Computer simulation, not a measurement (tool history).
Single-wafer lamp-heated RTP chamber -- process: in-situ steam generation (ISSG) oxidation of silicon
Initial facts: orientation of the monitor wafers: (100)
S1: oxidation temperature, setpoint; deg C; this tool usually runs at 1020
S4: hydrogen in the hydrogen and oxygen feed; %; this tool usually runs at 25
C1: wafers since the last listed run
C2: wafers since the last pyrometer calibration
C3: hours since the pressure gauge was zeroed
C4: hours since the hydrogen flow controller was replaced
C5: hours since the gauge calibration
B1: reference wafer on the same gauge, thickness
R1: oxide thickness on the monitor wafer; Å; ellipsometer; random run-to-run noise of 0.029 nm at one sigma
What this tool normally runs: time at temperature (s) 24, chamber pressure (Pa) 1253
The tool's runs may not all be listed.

run 1 hour=0.0 | S1=1020 time_at_temperature_(s)=31 chamber_pressure_(Pa)=1253 S4=25 | C1=0 C2=1901 C3=2378.8 C4=6053.4 C5=81.3 | B1=7.209 | R1=81.05
run 2 hour=11.7 | S1=1020 time_at_temperature_(s)=24 chamber_pressure_(Pa)=1133 S4=28 | C1=94 C2=1996 C3=2390.5 C4=6065.1 C5=93.0 | B1=7.198 | R1=73.79
run 3 hour=27.3 | S1=1020 time_at_temperature_(s)=24 chamber_pressure_(Pa)=1133 S4=28 | C1=126 C2=2123 C3=2406.1 C4=6080.7 C5=108.6 | B1=7.200 | R1=74.44
run 4 hour=44.2 | S1=1009 time_at_temperature_(s)=24 chamber_pressure_(Pa)=1253 S4=25 | C1=136 C2=2259 C3=2423.0 C4=6097.6 C5=125.5 | B1=7.197 | R1=67.64
run 5 hour=51.3 | S1=1009 time_at_temperature_(s)=24 chamber_pressure_(Pa)=1253 S4=25 | C1=57 C2=2317 C3=2430.1 C4=6104.7 C5=132.6 | B1=7.197 | R1=67.17
run 6 hour=67.5 | S1=1009 time_at_temperature_(s)=24 chamber_pressure_(Pa)=1253 S4=25 | C1=131 C2=2448 C3=2446.3 C4=6120.9 C5=148.8 | B1=7.205 | R1=67.55
-- hour=114.4 hydrogen flow controller replaced
-- hour=114.5 gauge calibrated
run 7 hour=114.9 | S1=1029 time_at_temperature_(s)=24 chamber_pressure_(Pa)=1253 S4=27 | C1=319 C2=2768 C3=2493.7 C4=0.5 C5=0.4 | B1=7.197 | R1=76.76
-- hour=139.1 pyrometer window cleaned and pyrometer calibrated
-- hour=149.0 pressure gauge zeroed
run 8 hour=159.7 | S1=1029 time_at_temperature_(s)=24 chamber_pressure_(Pa)=1253 S4=27 | C1=233 C2=102 C3=10.7 C4=45.3 C5=45.2 | B1=7.206 | R1=72.84
run 9 hour=166.7 | S1=1020 time_at_temperature_(s)=20 chamber_pressure_(Pa)=1133 S4=25 | C1=56 C2=159 C3=17.7 C4=52.3 C5=52.2 | B1=7.197 | R1=63.26
run 10 hour=183.4 | S1=1020 time_at_temperature_(s)=24 chamber_pressure_(Pa)=1253 S4=17 | C1=135 C2=294 C3=34.4 C4=69.0 C5=68.9 | B1=7.200 | R1=63.49
run 11 hour=190.8 | S1=1033 time_at_temperature_(s)=15 chamber_pressure_(Pa)=1253 S4=21 | C1=59 C2=354 C3=41.8 C4=76.4 C5=76.3 | B1=7.202 | R1=56.27
run 12 hour=202.4 | S1=1020 time_at_temperature_(s)=24 chamber_pressure_(Pa)=1253 S4=25 | C1=93 C2=448 C3=53.4 C4=88.0 C5=87.9 | B1=7.200 | R1=69.24
run 13 hour=212.0 | S1=1033 time_at_temperature_(s)=15 chamber_pressure_(Pa)=1253 S4=21 | C1=77 C2=526 C3=63.0 C4=97.6 C5=97.5 | B1=7.197 | R1=56.13
run 14 hour=222.7 | S1=1036 time_at_temperature_(s)=24 chamber_pressure_(Pa)=1253 S4=17 | C1=86 C2=612 C3=73.7 C4=108.3 C5=108.2 | B1=7.197 | R1=69.08
run 15 hour=237.8 | S1=1014 time_at_temperature_(s)=24 chamber_pressure_(Pa)=1360 S4=25 | C1=122 C2=735 C3=88.8 C4=123.4 C5=123.3 | B1=7.200 | R1=66.80

Estimate the outcome of run 16 from the log above:
run 16 hour=249.9 | S1=1011 time_at_temperature_(s)=17 chamber_pressure_(Pa)=1320 S4=29 | C1=98 C2=833 C3=100.9 C4=135.5 C5=135.4 | B1=? | R1=?

Run 16 yielded B1 7.203, R1 57.92 Å.
Had the tool carried no hidden state, the very same run would have given R1 56.61 Å.

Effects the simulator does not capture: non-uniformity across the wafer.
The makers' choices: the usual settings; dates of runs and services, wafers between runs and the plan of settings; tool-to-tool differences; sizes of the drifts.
